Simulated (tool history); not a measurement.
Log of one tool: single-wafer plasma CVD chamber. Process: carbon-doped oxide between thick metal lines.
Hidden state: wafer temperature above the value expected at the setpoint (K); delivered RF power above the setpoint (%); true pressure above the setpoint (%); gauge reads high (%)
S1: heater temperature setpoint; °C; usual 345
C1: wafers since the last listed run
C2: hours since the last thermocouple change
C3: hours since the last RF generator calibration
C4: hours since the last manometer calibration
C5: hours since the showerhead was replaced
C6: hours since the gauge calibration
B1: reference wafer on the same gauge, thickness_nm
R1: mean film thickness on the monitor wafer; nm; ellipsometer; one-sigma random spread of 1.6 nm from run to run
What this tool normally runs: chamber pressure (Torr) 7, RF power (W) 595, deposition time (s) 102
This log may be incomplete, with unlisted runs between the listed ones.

{"run": 1, "hour": 0.0, "S1": 345, "chamber pressure (Torr)": 8.12, "RF power (W)": 595, "deposition time (s)": 102, "C1": 0, "C2": 85.9, "C3": 233.3, "C4": 171.5, "C5": 3687.3, "C6": 1472.9, "B1": 466, "R1": 543.157}
{"run": 2, "hour": 54.1, "S1": 345, "chamber pressure (Torr)": 7, "RF power (W)": 595, "deposition time (s)": 102, "C1": 793, "C2": 140, "C3": 287.4, "C4": 225.6, "C5": 3741.4, "C6": 1527, "B1": 466.224, "R1": 540.21}
{"run": 3, "hour": 117.7, "S1": 345, "chamber pressure (Torr)": 7, "RF power (W)": 595, "deposition time (s)": 102, "C1": 932, "C2": 203.6, "C3": 351, "C4": 289.2, "C5": 3805, "C6": 1590.6, "B1": 465.729, "R1": 537.534}
{"hour": 159.8, "done": "showerhead replaced"}
{"run": 4, "hour": 161.5, "S1": 345, "chamber pressure (Torr)": 7, "RF power (W)": 595, "deposition time (s)": 102, "C1": 524, "C2": 247.4, "C3": 394.8, "C4": 333, "C5": 1.7, "C6": 1634.4, "B1": 465.697, "R1": 535.627}
{"run": 5, "hour": 261.8, "S1": 345, "chamber pressure (Torr)": 7, "RF power (W)": 595, "deposition time (s)": 102, "C1": 1470, "C2": 347.7, "C3": 495.1, "C4": 433.3, "C5": 102, "C6": 1734.7, "B1": 465.931, "R1": 536.47}
{"run": 6, "hour": 362.9, "S1": 345, "chamber pressure (Torr)": 7, "RF power (W)": 595, "deposition time (s)": 102, "C1": 1482, "C2": 448.8, "C3": 596.2, "C4": 534.4, "C5": 203.1, "C6": 1835.8, "B1": 466.034, "R1": 539.392}
{"run": 7, "hour": 423.6, "S1": 345, "chamber pressure (Torr)": 5.28, "RF power (W)": 630, "deposition time (s)": 102, "C1": 889, "C2": 509.5, "C3": 656.9, "C4": 595.1, "C5": 263.8, "C6": 1896.5, "B1": 465.801, "R1": 540.233}
{"run": 8, "hour": 489.0, "S1": 350, "chamber pressure (Torr)": 8.56, "RF power (W)": 595, "deposition time (s)": 110, "C1": 958, "C2": 574.9, "C3": 722.3, "C4": 660.5, "C5": 329.2, "C6": 1961.9, "B1": 465.703, "R1": 575.621}
{"hour": 490.8, "done": "gauge calibrated"}
{"run": 9, "hour": 542.0, "S1": 345, "chamber pressure (Torr)": 5.35, "RF power (W)": 515, "deposition time (s)": 111, "C1": 777, "C2": 627.9, "C3": 775.3, "C4": 713.5, "C5": 382.2, "C6": 51.2, "B1": 466.099, "R1": 522.275}
{"run": 10, "hour": 592.4, "S1": 355, "chamber pressure (Torr)": 6.54, "RF power (W)": 555, "deposition time (s)": 102, "C1": 738, "C2": 678.3, "C3": 825.7, "C4": 763.9, "C5": 432.6, "C6": 101.6, "B1": 466.165, "R1": 499.561}
{"hour": 696.9, "done": "capacitance manometer re-zeroed and calibrated"}
{"run": 11, "hour": 697.4, "S1": 356, "chamber pressure (Torr)": 7, "RF power (W)": 535, "deposition time (s)": 102, "C1": 1422, "C2": 783.3, "C3": 930.7, "C4": 0.5, "C5": 537.6, "C6": 206.6, "B1": 466.216, "R1": 487.742}
{"run": 12, "hour": 752.9, "S1": 345, "chamber pressure (Torr)": 8.63, "RF power (W)": 595, "deposition time (s)": 102, "C1": 813, "C2": 838.8, "C3": 986.2, "C4": 56, "C5": 593.1, "C6": 262.1, "B1": 466.258, "R1": 535.844}
{"hour": 827.0, "done": "RF generator calibrated"}
{"run": 13, "hour": 935.0, "S1": 356, "chamber pressure (Torr)": 7, "RF power (W)": 535, "deposition time (s)": 102, "C1": 2552, "C2": 1020.9, "C3": 108, "C4": 238.1, "C5": 775.2, "C6": 444.2, "B1": 465.805, "R1": 500.401}
{"run": 14, "hour": 987.6, "S1": 345, "chamber pressure (Torr)": 7, "RF power (W)": 595, "deposition time (s)": 102, "C1": 771, "C2": 1073.5, "C3": 160.6, "C4": 290.7, "C5": 827.8, "C6": 496.8, "B1": 466.013, "R1": 544.879}
{"run": 15, "hour": 1024.6, "S1": 336, "chamber pressure (Torr)": 7, "RF power (W)": 665, "deposition time (s)": 102, "C1": 542, "C2": 1110.5, "C3": 197.6, "C4": 327.7, "C5": 864.8, "C6": 533.8, "B1": 466.176, "R1": 589.453}
{"run": 16, "hour": 1067.8, "S1": 345, "chamber pressure (Torr)": 8.3, "RF power (W)": 595, "deposition time (s)": 102, "C1": 633, "C2": 1153.7, "C3": 240.8, "C4": 370.9, "C5": 908, "C6": 577, "B1": 465.771, "R1": 549.4}
{"run": 17, "hour": 1165.8, "S1": 345, "chamber pressure (Torr)": 7, "RF power (W)": 525, "deposition time (s)": 102, "C1": 1436, "C2": 1251.7, "C3": 338.8, "C4": 468.9, "C5": 1006, "C6": 675, "B1": 465.813, "R1": 507.493}
{"run": 18, "hour": 1269.4, "S1": 345, "chamber pressure (Torr)": 7.57, "RF power (W)": 595, "deposition time (s)": 117, "C1": 1518, "C2": 1355.3, "C3": 442.4, "C4": 572.5, "C5": 1109.6, "C6": 778.6, "B1": 465.728, "R1": 625.577}
{"run": 19, "hour": 1360.9, "S1": 345, "chamber pressure (Torr)": 7, "RF power (W)": 595, "deposition time (s)": 102, "C1": 1341, "C2": 1446.8, "C3": 533.9, "C4": 664, "C5": 1201.1, "C6": 870.1, "B1": 466.14, "R1": 540.379}
{"run": 20, "hour": 1454.4, "S1": 345, "chamber pressure (Torr)": 8.04, "RF power (W)": 595, "deposition time (s)": 102, "C1": 1370, "C2": 1540.3, "C3": 627.4, "C4": 757.5, "C5": 1294.6, "C6": 963.6, "B1": 466.233, "R1": 542.099}
{"run": 21, "hour": 1546.0, "S1": 345, "chamber pressure (Torr)": 7, "RF power (W)": 595, "deposition time (s)": 102, "C1": 1342, "C2": 1631.9, "C3": 719, "C4": 849.1, "C5": 1386.2, "C6": 1055.2, "B1": 466.044, "R1": 534.889}
{"hour": 1591.7, "done": "capacitance manometer re-zeroed and calibrated"}
{"run": 22, "hour": 1597.9, "S1": 335, "chamber pressure (Torr)": 8.72, "RF power (W)": 690, "deposition time (s)": 86, "C1": 643, "C2": 1683.8, "C3": 770.9, "C4": 6.2, "C5": 1438.1, "C6": 1107.1, "B1": 465.898, "R1": 511.224}
{"run": 23, "hour": 1662.9, "S1": 345, "chamber pressure (Torr)": 7, "RF power (W)": 595, "deposition time (s)": 102, "C1": 952, "C2": 1748.8, "C3": 835.9, "C4": 71.2, "C5": 1503.1, "C6": 1172.1, "B1": 465.918, "R1": 533.787}
{"run": 24, "hour": 1717.5, "S1": 339, "chamber pressure (Torr)": 7, "RF power (W)": 595, "deposition time (s)": 102, "C1": 800, "C2": 1803.4, "C3": 890.5, "C4": 125.8, "C5": 1557.7, "C6": 1226.7, "B1": 466.027, "R1": 545.746}
{"run": 25, "hour": 1766.9, "S1": 353, "chamber pressure (Torr)": 7.84, "RF power (W)": 630, "deposition time (s)": 88, "C1": 724, "C2": 1852.8, "C3": 939.9, "C4": 175.2, "C5": 1607.1, "C6": 1276.1, "B1": 466.048, "R1": 468.242}
{"hour": 1807.9, "done": "RF generator calibrated"}
{"run": 26, "hour": 1859.4, "S1": 345, "chamber pressure (Torr)": 7, "RF power (W)": 595, "deposition time (s)": 102, "C1": 1238, "C2": 1945.3, "C3": 51.5, "C4": 267.7, "C5": 1699.6, "C6": 1368.6, "B1": 465.879, "R1": 543.405}
{"run": 27, "hour": 1945.6, "S1": 345, "chamber pressure (Torr)": 7, "RF power (W)": 595, "deposition time (s)": 102, "C1": 1263, "C2": 2031.5, "C3": 137.7, "C4": 353.9, "C5": 1785.8, "C6": 1454.8, "B1": 465.765, "R1": 543.459}
{"run": 28, "hour": 2003.9, "S1": 345, "chamber pressure (Torr)": 7, "RF power (W)": 595, "deposition time (s)": 102, "C1": 854, "C2": 2089.8, "C3": 196, "C4": 412.2, "C5": 1844.1, "C6": 1513.1, "B1": 465.951, "R1": 542.729}

For each entry between runs, how does the tool's hidden state at the last listed run before it compare with that at the first listed run after it?
From run 3 to run 4: showerhead replaced (hour 159.8)
  wafer temperature above the value expected at the setpoint (K): -0.063 -> -0.162; delivered RF power above the setpoint (%): -0.863 -> -1.02
  what was measured, less what the result would be without the hidden state, R1: -2.514 -> -2.842 nm
From run 8 to run 9: gauge calibrated (hour 490.8)
  wafer temperature above the value expected at the setpoint (K): -0.904 -> -1.02; delivered RF power above the setpoint (%): -2.74 -> -3.12
  what was measured, less what the result would be without the hidden state, R1: -7.72 -> -8.27 nm
From run 10 to run 11: capacitance manometer re-zeroed and calibrated (hour 696.9)
  wafer temperature above the value expected at the setpoint (K): -1.14 -> -1.38; delivered RF power above the setpoint (%): -3.5 -> -4.37
  what was measured, less what the result would be without the hidden state, R1: -8.909 -> -11.158 nm
From run 12 to run 13: RF generator calibrated (hour 827)
  wafer temperature above the value expected at the setpoint (K): -1.5 -> -1.92; delivered RF power above the setpoint (%): -4.87 -> -0.377
  what was measured, less what the result would be without the hidden state, R1: -13.085 -> +0.975 nm
From run 21 to run 22: capacitance manometer re-zeroed and calibrated (hour 1591.7)
  wafer temperature above the value expected at the setpoint (K): -3.3 -> -3.42; delivered RF power above the setpoint (%): -2.76 -> -3.13
  what was measured, less what the result would be without the hidden state, R1: -4.125 -> -4.171 nm
From run 25 to run 26: RF generator calibrated (hour 1807.9)
  wafer temperature above the value expected at the setpoint (K): -3.8 -> -4.01; delivered RF power above the setpoint (%): -4.49 -> -0.469
  what was measured, less what the result would be without the hidden state, R1: -8.027 -> +3.768 nm

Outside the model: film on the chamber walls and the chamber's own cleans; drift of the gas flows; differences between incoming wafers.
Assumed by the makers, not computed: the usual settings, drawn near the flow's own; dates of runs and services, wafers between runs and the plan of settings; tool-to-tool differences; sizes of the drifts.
